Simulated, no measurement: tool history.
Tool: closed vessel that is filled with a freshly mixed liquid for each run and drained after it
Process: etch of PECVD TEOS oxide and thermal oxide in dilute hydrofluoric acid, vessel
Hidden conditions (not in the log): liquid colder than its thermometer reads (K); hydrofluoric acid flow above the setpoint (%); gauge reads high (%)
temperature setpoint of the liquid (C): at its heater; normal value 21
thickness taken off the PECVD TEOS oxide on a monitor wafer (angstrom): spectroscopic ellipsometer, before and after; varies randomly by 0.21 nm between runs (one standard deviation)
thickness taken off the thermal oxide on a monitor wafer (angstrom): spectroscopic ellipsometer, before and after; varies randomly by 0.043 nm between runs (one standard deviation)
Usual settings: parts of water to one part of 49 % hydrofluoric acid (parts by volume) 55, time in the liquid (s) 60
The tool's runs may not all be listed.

run	hour	temperature setpoint of the liquid (C)	parts of water to one part of 49 % hydrofluoric acid (parts by volume)	time in the liquid (s)	wafers since the last listed run	hours since the thermometer was replaced	hours since the hydrofluoric acid flow meter was replaced	hours since the gauge calibration	read-back film thickness of the PECVD TEOS oxide reference wafer, read on the same gauge (nm)	read-back film thickness of the thermal oxide reference wafer, read on the same gauge (nm)	thickness taken off the PECVD TEOS oxide on a monitor wafer (angstrom)	thickness taken off the thermal oxide on a monitor wafer (angstrom)
1	0	21	75	60	0	57	838.5	2361	149.99	139.992	207.7	36.31
2	100.2	21	75	60	14539	157.2	938.7	2461.2	149.99	140.001	204.6	36.26
3	164.2	21	55	60	9286	221.2	1002.7	2525.2	149.94	140	286	51.16
4	226.4	21	45	30	9025	283.4	1064.9	2587.4	149.96	139.983	179.6	31.82
5	312.6	24.5	70	70	12507	369.6	1151.1	2673.6	150.05	139.995	304.2	53.35
6	351.9	21	55	60	5702	408.9	1190.4	2712.9	150.04	140.011	288	50.6
7	420.4	23	55	45	9939	477.4	1258.9	2781.4	149.97	139.991	235.5	41.57
8	524.1	21	55	60	15046	581.1	1362.6	2885.1	149.97	140.035	288.9	51.24
9	624.1	21	55	60	14510	681.1	1462.6	2985.1	150.01	139.994	290.6	51.82
10	712.9	21	55	60	12884	769.9	1551.4	3073.9	150.01	140.01	293.3	51.33
11	771.5	23	55	60	8502	828.5	1610	3132.5	150.02	139.98	317.9	56.5
12	832.5	22.5	75	30	8851	889.5	1671	3193.5	150	140.007	109	19.37
13	881.9	21	55	60	7167	938.9	1720.4	3242.9	150.02	139.992	291.4	51.47
14	954	17	55	30	10461	1011	1792.5	3315	150.05	140.005	122.4	21.64
# hour 1044.1: gauge calibrated
15	1060	21	55	60	15380	1117	1898.5	15.9	150.01	139.973	293.4	51.42
16	1153.1	23.5	45	90	13508	1210.1	1991.6	109	150.03	139.995	607.4	107.32
17	1222.1	21	80	90	10011	1279.1	2060.6	178	149.99	139.99	294.5	52.59
18	1327.3	24	30	90	15264	1384.3	2165.8	283.2	150.05	139.998	943.1	162.72
# hour 1372.4: hydrofluoric acid flow meter replaced
19	1419.6	21	55	60	13247	1476.6	47.2	375.5	150.01	139.993	264.5	47.33
20	1478.5	21	35	60	8546	1535.5	106.1	434.4	149.96	139.979	427	74.31
21	1569.8	21	55	60	13247	1626.8	197.4	525.7	149.99	139.998	266	47.31
22	1754.7	26	30	60	26829	1811.7	382.3	710.6	150	140.008	615.8	108.87
# hour 1824.3: thermometer replaced
23	1848.1	18	55	60	13407	23.8	475.7	804	150.04	139.97	245.9	43.39
24	1931.7	24.5	55	80	12130	107.4	559.3	887.6	149.99	139.971	434.5	76.69
25	1997.9	21	55	35	9605	173.6	625.5	953.8	150.02	140.019	166.2	29.42
26	2068.2	21	40	50	10200	243.9	695.8	1024.1	149.99	139.975	330.1	58.52
27	2125.5	21	55	60	8314	301.2	753.1	1081.4	150.01	139.995	284	50.16

How the hidden state differs across the entries between the runs, from the last listed run before each to the first after it:
After run 14, before run 15: gauge calibrated (hour 1044.1)
  liquid colder than its thermometer reads (K): 0.895 -> 0.983; hydrofluoric acid flow above the setpoint (%): 7.9 -> 8.33
  what was measured, less what the result would be without the hidden state, thickness taken off the PECVD TEOS oxide on a monitor wafer (angstrom): +5 -> +12.6; thickness taken off the thermal oxide on a monitor wafer (angstrom): +0.88 -> +2.2
After run 18, before run 19: hydrofluoric acid flow meter replaced (hour 1372.4)
  liquid colder than its thermometer reads (K): 1.2 -> 1.28; hydrofluoric acid flow above the setpoint (%): 9.41 -> 0.262
  what was measured, less what the result would be without the hidden state, thickness taken off the PECVD TEOS oxide on a monitor wafer (angstrom): +39.6 -> -13.9; thickness taken off the thermal oxide on a monitor wafer (angstrom): +6.83 -> -2.5
After run 22, before run 23: thermometer replaced (hour 1824.3)
  liquid colder than its thermometer reads (K): 1.56 -> 0.0939; hydrofluoric acid flow above the setpoint (%): 1.61 -> 1.99
  what was measured, less what the result would be without the hidden state, thickness taken off the PECVD TEOS oxide on a monitor wafer (angstrom): -30.2 -> +4.2; thickness taken off the thermal oxide on a monitor wafer (angstrom): -5.34 -> +0.73
